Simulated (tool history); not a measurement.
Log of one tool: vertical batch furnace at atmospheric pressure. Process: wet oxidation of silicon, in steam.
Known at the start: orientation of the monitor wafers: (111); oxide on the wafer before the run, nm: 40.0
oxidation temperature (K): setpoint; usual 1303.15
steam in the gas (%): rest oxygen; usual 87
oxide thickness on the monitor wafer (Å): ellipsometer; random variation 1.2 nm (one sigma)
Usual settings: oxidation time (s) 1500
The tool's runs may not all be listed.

run	hour	oxidation temperature (K)	oxidation time (s)	steam in the gas (%)	read-back reference wafer on the same gauge, thickness	oxide thickness on the monitor wafer (Å)
1	0.0	1303.15	1500	87	362.72	3439.1
2	104.8	1303.15	1500	87	363.14	3438.8
3	159.2	1303.15	1500	87	362.90	3419.1
4	217.0	1303.15	1500	87	363.07	3417.0
5	272.5	1303.15	1500	85	362.86	3377.6
6	329.5	1303.15	1500	85	362.29	3365.9
7	404.2	1303.15	1680	87	363.19	3658.2
8	469.9	1303.15	1680	87	362.81	3635.0
9	567.4	1293.15	1500	87	362.55	3244.5
10	607.6	1293.15	1500	87	363.26	3240.4
11	710.7	1303.15	1500	87	362.87	3378.3
12	747.8	1303.15	1500	87	362.93	3411.1
13	791.2	1303.15	1500	87	362.78	3403.4
14	847.7	1303.15	1500	87	363.47	3393.5
15	1108.1	1290.15	2070	93	363.26	3982.2
16	1167.5	1323.15	2010	87	363.29	4383.8
# hour 1435.8: gauge calibrated
# hour 1482.0: steam generator serviced
17	1482.5	1303.15	1260	91	362.62	3214.5
18	1573.1	1303.15	1170	87	363.16	2997.2
19	1642.1	1303.15	1500	87	363.00	3461.3
20	1678.4	1293.15	1500	87	363.33	3298.0
21	1714.9	1314.15	2250	82	363.48	4453.3
22	1796.5	1303.15	870	87	362.75	2512.9
23	1889.7	1303.15	1710	95	363.19	3919.0
# hour 1994.2: thermocouples replaced and temperature profile calibrated
24	2202.4	1303.15	1500	79	363.46	3203.2
25	2301.5	1296.15	930	76	363.00	2266.9
26	2339.3	1317.15	1500	83	363.17	3547.2
27	2389.9	1292.15	1920	79	363.31	3520.1
28	2472.8	1303.15	1770	92	363.36	3854.0
29	2574.4	1303.15	1500	87	363.38	3392.4

Forecast each of these 4 alternatives for the next run:
A	2579.4	1303.15	1500	87	?	?
B	2579.4	1303.15	2130	96	?	?
C	2579.4	1281.15	1500	80	?	?
D	2579.4	1323.15	1500	87	?	?

run	read-back reference wafer on the same gauge, thickness	oxide thickness on the monitor wafer (Å)
A	363.41	3398.8
B	363.41	4414.0
C	363.41	2863.5
D	363.41	3746.9
Without the tool's hidden state the same runs would have given:
run	oxide thickness on the monitor wafer (Å)
A	3382.2
B	4395.4
C	2845.7
D	3732.0
